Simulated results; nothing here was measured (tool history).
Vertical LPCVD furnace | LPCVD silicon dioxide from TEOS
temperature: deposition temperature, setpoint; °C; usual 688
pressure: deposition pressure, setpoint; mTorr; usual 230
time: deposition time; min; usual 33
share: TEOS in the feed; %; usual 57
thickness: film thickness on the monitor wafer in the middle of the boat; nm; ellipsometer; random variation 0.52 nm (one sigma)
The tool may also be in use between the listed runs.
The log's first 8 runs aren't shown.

run     day  temperature  pressure  time  share  read-back reference wafer on the same gauge, thickness  thickness
  9   4.708          688       230    29     57                                                  127.81     130.43
 10   5.133          688       230    20     57                                                  128.17       89.6
 11   5.529          688       260    33     57                                                  128.13     158.01
 12   5.929          688       230    33     57                                                  128.08     147.93
 13   6.825          681       195    29     65                                                  127.93     107.46
 14   7.608          688       230    33     55                                                  127.95     144.68
 15   7.971          688       230  21.5     57                                                  127.94      96.44
 16   8.662          696       230  45.5     64                                                   128.2     261.63
 17   9.538          688       230  21.5     57                                                  127.66      96.31
     10.596  -- thermocouples replaced and temperature profile calibrated
 18  10.617          688       230  21.5     57                                                  128.15      88.47
 19  10.833          688       230  27.5     57                                                  128.08     113.31
 20  11.288          688       230    33     57                                                  127.99      135.8
 21  11.729          698       275    23     57                                                  128.04     131.75
 22  12.225          694       230  45.5     67                                                  127.99     234.56
 23  12.833          681       230  24.5     57                                                  128.15      85.83
 24  13.233          688       230    33     57                                                  127.95     136.91
 25  13.938          688       230    33     49                                                     128     126.31
 26  14.283          688       230    33     57                                                  128.11     136.84
 27  14.812          684       245    28     57                                                  127.88     108.71
 28  15.296          694       200    46     52                                                     128     196.53

Run 29 comes next. What will it give?
 29  16.025          695       230    33     57                                                       ?          ?

read-back reference wafer on the same gauge, thickness: 127.99
thickness: 160.99 nm
Without the tool's hidden state the same run would have given thickness 159.34 nm.

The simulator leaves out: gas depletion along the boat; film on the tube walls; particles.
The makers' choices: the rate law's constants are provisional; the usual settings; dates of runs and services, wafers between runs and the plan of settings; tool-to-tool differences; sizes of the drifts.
